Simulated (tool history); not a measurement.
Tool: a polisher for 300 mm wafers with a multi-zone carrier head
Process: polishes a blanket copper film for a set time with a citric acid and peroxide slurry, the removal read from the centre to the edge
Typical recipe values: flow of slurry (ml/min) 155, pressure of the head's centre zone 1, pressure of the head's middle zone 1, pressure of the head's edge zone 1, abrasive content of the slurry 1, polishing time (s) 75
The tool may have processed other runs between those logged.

run	hour	flow of slurry (ml/min)	pressure of the head's centre zone	pressure of the head's middle zone	pressure of the head's edge zone	abrasive content of the slurry	polishing time (s)	wafers since the last listed run	wafers polished on this pad	hours since the slurry nozzle was cleaned	hours since the centre zone pressure was calibrated	hours since the edge zone pressure was calibrated	hours since the carrier head's membrane was replaced	incoming thickness of the incoming film, nm	film removed at the wafer's centre (nm)	film removed at mid-radius (nm)	film removed at the wafer's edge (nm)
1	0	140	1	0.91	1	1	75	0	1667	40.8	769.4	512.3	773.7	699.2	155.9	152	166.1
2	163	155	1	1	1	1	75	948	2616	203.8	932.4	675.3	936.7	711.4	148.9	166.9	166
# hour 174.8: centre zone pressure recalibrated
3	224.3	155	1	1	1	1	75	345	2961	265.1	49.5	736.6	998	694.4	164.6	167.9	168.5
4	297.6	155	0.94	0.88	1	0.8	75	426	3388	338.4	122.8	809.9	1071.3	694.8	152.2	148.2	163.3
# hour 350: worn pad replaced by a new one
5	350.5	155	1	1	1	0.9	75	284	3	391.3	175.7	862.8	1124.2	688.6	166.1	166.5	166.2
# hour 369.6: edge zone pressure recalibrated
6	445.7	155	1	0.93	1.1	1	68	542	545	486.5	270.9	76.1	1219.4	711.8	151	142.9	159.1
7	535.9	155	1	1	1	1.1	75	524	1070	576.7	361.1	166.3	1309.6	705.8	168.8	168.4	170
# hour 609.1: slurry nozzle cleaned
8	726.3	155	1	1.07	1	1	75	1102	2172	117.2	551.5	356.7	1500	707.3	157.6	173.7	165.6
9	767.5	180	1	1	1	1	75	239	2412	158.4	592.7	397.9	1541.2	698.7	158.3	170	169.7
10	813.1	155	1.06	1.06	1.11	1	59	265	2677	204	638.3	443.5	1586.8	696.6	134	136.7	137.7
11	873.3	155	0.97	1	1	1.3	75	350	3027	264.2	698.5	503.7	1647	703.9	161.9	175	173.8
12	926.6	180	1	1	1	0.7	75	310	3338	317.5	751.8	557	1700.3	685.5	148	160.8	164.4
13	1013.7	155	1.12	1.12	1.09	1	75	506	3844	404.6	838.9	644.1	1787.4	691.1	171.9	181.1	175.9
14	1094.7	155	1	1.1	1	1	64	471	4316	485.6	919.9	725.1	1868.4	704.7	126.8	153.6	142.9
# hour 1147: worn pad replaced by a new one
# hour 1147.2: carrier head's membrane replaced by a new one
15	1147.5	105	1	1	1	1	68	282	1	538.4	972.7	777.9	0.3	700.1	124.3	139	144.6
# hour 1154.6: centre zone pressure recalibrated
16	1221.4	190	1	1	1	1	75	418	419	612.3	66.8	851.8	74.2	691.4	168.9	172.4	172.1
# hour 1269.3: edge zone pressure recalibrated
17	1290	155	1	1	1	1	75	387	807	680.9	135.4	20.7	142.8	701.1	165.1	167.6	169.4
# hour 1316.2: slurry nozzle cleaned
18	1356.1	180	1	1	1	1	75	378	1186	39.9	201.5	86.8	208.9	710.3	169.2	170.7	169.5
19	1439.4	135	1	1	1.11	0.85	75	484	1671	123.2	284.8	170.1	292.2	706.3	153.7	158.2	171.3
20	1508.1	135	1	1	1	1	75	399	2070	191.9	353.5	238.8	360.9	696.6	160.5	162.8	163.9
21	1544.8	155	1	1	1	1	75	213	2284	228.6	390.2	275.5	397.6	700.7	160.6	167.8	166.5
22	1629.8	185	1.08	1	1	1	75	494	2779	313.6	475.2	360.5	482.6	707.3	182.9	170.1	172.4

For some of the steps in film removed at the wafer's centre (nm) from one run to the next: how much would appear even if the tool had no hidden state, given the settings, what came in and random variation, and how much remains for the hidden state plus any gauge scatter that the measured result and the result without hidden state don't share?
Hidden state present: removal rate lost through wear of the pad, %; slurry flow missing at the pad, %; deviation of the centre zone's pressure from its setpoint, %; deviation of the edge zone's pressure from its setpoint, %.
Run 2 -> 3: centre zone pressure recalibrated. film removed at the wafer's centre (nm) +15.7: hidden state +16.6, all else -0.9.
Run 13 -> 14: pressure of the head's centre zone 1.12 -> 1, pressure of the head's middle zone 1.12 -> 1.1, pressure of the head's edge zone 1.09 -> 1, polishing time (s) 75 -> 64. film removed at the wafer's centre (nm) -45.1: hidden state +0.9, all else -46.
Run 15 -> 16: flow of slurry (ml/min) 105 -> 190, polishing time (s) 68 -> 75, centre zone pressure recalibrated. film removed at the wafer's centre (nm) +44.6: hidden state +15.7, all else +28.9.
